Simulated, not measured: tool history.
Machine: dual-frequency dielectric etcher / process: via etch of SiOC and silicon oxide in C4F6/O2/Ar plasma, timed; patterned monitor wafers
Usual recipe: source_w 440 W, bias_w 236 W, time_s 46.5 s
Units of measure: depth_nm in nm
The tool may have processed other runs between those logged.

| run | day | source_w | bias_w | time_s | wafers since the last listed run | hours since the last wet clean | hours since the last source power generator calibration | hours since the last bias power generator calibration | hours since the last upper electrode change | hours since the gauge calibration | read-back reference wafer on the same gauge, depth_nm | depth_nm |
|---|---|---|---|---|---|---|---|---|---|---|---|---|
| 1 | 0 | 440 | 236 | 46.5 | 0 | 258.7 | 2918.8 | 1563.4 | 2077.7 | 153.7 | 66.2 | 64.3 |
| 2 | 1.35 | 440 | 236 | 46.5 | 651 | 291.1 | 2951.2 | 1595.8 | 2110.1 | 186.1 | 66.3 | 64.2 |
| 3 | 1.954 | 440 | 263 | 46.5 | 291 | 305.6 | 2965.7 | 1610.3 | 2124.6 | 200.6 | 66.4 | 66.6 |
| 4 | 3.404 | 440 | 263 | 46.5 | 699 | 340.4 | 3000.5 | 1645.1 | 2159.4 | 235.4 | 66.4 | 67 |
| 5 | 4.004 | 440 | 236 | 50.5 | 289 | 354.8 | 3014.9 | 1659.5 | 2173.8 | 249.8 | 66.2 | 70.6 |
|  | 5.45 | source power generator calibrated |
| 6 | 5.471 | 440 | 236 | 50.5 | 627 | 390 | 0.5 | 1694.7 | 2209 | 285 | 66.4 | 69.4 |
| 7 | 6.246 | 440 | 236 | 46.5 | 373 | 408.6 | 19.1 | 1713.3 | 2227.6 | 303.6 | 66.1 | 64.2 |
|  | 6.246 | gauge calibrated |
|  | 6.979 | bias power generator calibrated |
| 8 | 7.338 | 440 | 236 | 46.5 | 446 | 434.8 | 45.3 | 8.6 | 2253.8 | 26.2 | 66.2 | 64.3 |
| 9 | 8.754 | 440 | 236 | 46.5 | 683 | 468.8 | 79.3 | 42.6 | 2287.8 | 60.2 | 66.4 | 64.2 |
| 10 | 9.317 | 440 | 285 | 56 | 271 | 482.3 | 92.8 | 56.1 | 2301.3 | 73.7 | 66.4 | 84.5 |
|  | 10.371 | upper electrode replaced |
| 11 | 10.692 | 440 | 236 | 46.5 | 180 | 515.3 | 125.8 | 89.1 | 7.7 | 106.7 | 66.3 | 64.8 |
|  | 12.004 | wet clean of the chamber |
| 12 | 12.025 | 440 | 236 | 34.5 | 160 | 0.5 | 157.8 | 121.1 | 39.7 | 138.7 | 66.3 | 47.8 |
| 13 | 12.475 | 510 | 254 | 36.5 | 217 | 11.3 | 168.6 | 131.9 | 50.5 | 149.5 | 66.4 | 55.7 |
| 14 | 13.462 | 360 | 236 | 41.5 | 476 | 35 | 192.3 | 155.6 | 74.2 | 173.2 | 66.3 | 52 |
| 15 | 14.108 | 470 | 267 | 52 | 311 | 50.5 | 207.8 | 171.1 | 89.7 | 188.7 | 66.3 | 78.4 |
| 16 | 14.662 | 440 | 236 | 46.5 | 267 | 63.8 | 221.1 | 184.4 | 103 | 202 | 66.5 | 64.5 |
| 17 | 15.942 | 440 | 263 | 46.5 | 617 | 94.5 | 251.8 | 215.1 | 133.7 | 232.7 | 66.3 | 67.8 |
|  | 15.971 | gauge calibrated |
| 18 | 17.029 | 540 | 184 | 36.5 | 524 | 120.6 | 277.9 | 241.2 | 159.8 | 25.4 | 66.2 | 49.3 |

Branching from run 18: 5 alternative next runs. What would each branch give?
| A | 17.046 | 440 | 236 | 55 | 8 | 121 | 278.3 | 241.6 | 160.2 | 25.8 | ? | ? |
| B | 17.046 | 390 | 184 | 52.5 | 8 | 121 | 278.3 | 241.6 | 160.2 | 25.8 | ? | ? |
| C | 17.046 | 410 | 236 | 46.5 | 8 | 121 | 278.3 | 241.6 | 160.2 | 25.8 | ? | ? |
| D | 17.046 | 440 | 284 | 46.5 | 8 | 121 | 278.3 | 241.6 | 160.2 | 25.8 | ? | ? |
| E | 17.046 | 540 | 290 | 52 | 8 | 121 | 278.3 | 241.6 | 160.2 | 25.8 | ? | ? |

| run | read-back reference wafer on the same gauge, depth_nm | depth_nm |
|---|---|---|
| A | 66.4 | 76.3 |
| B | 66.4 | 62.2 |
| C | 66.4 | 62.5 |
| D | 66.4 | 69.6 |
| E | 66.4 | 85.7 |
What these runs would have given with no unlogged condition in the tool:
| run | depth_nm |
|---|---|
| A | 76.3 |
| B | 62.2 |
| C | 62.5 |
| D | 69.6 |
| E | 85.7 |
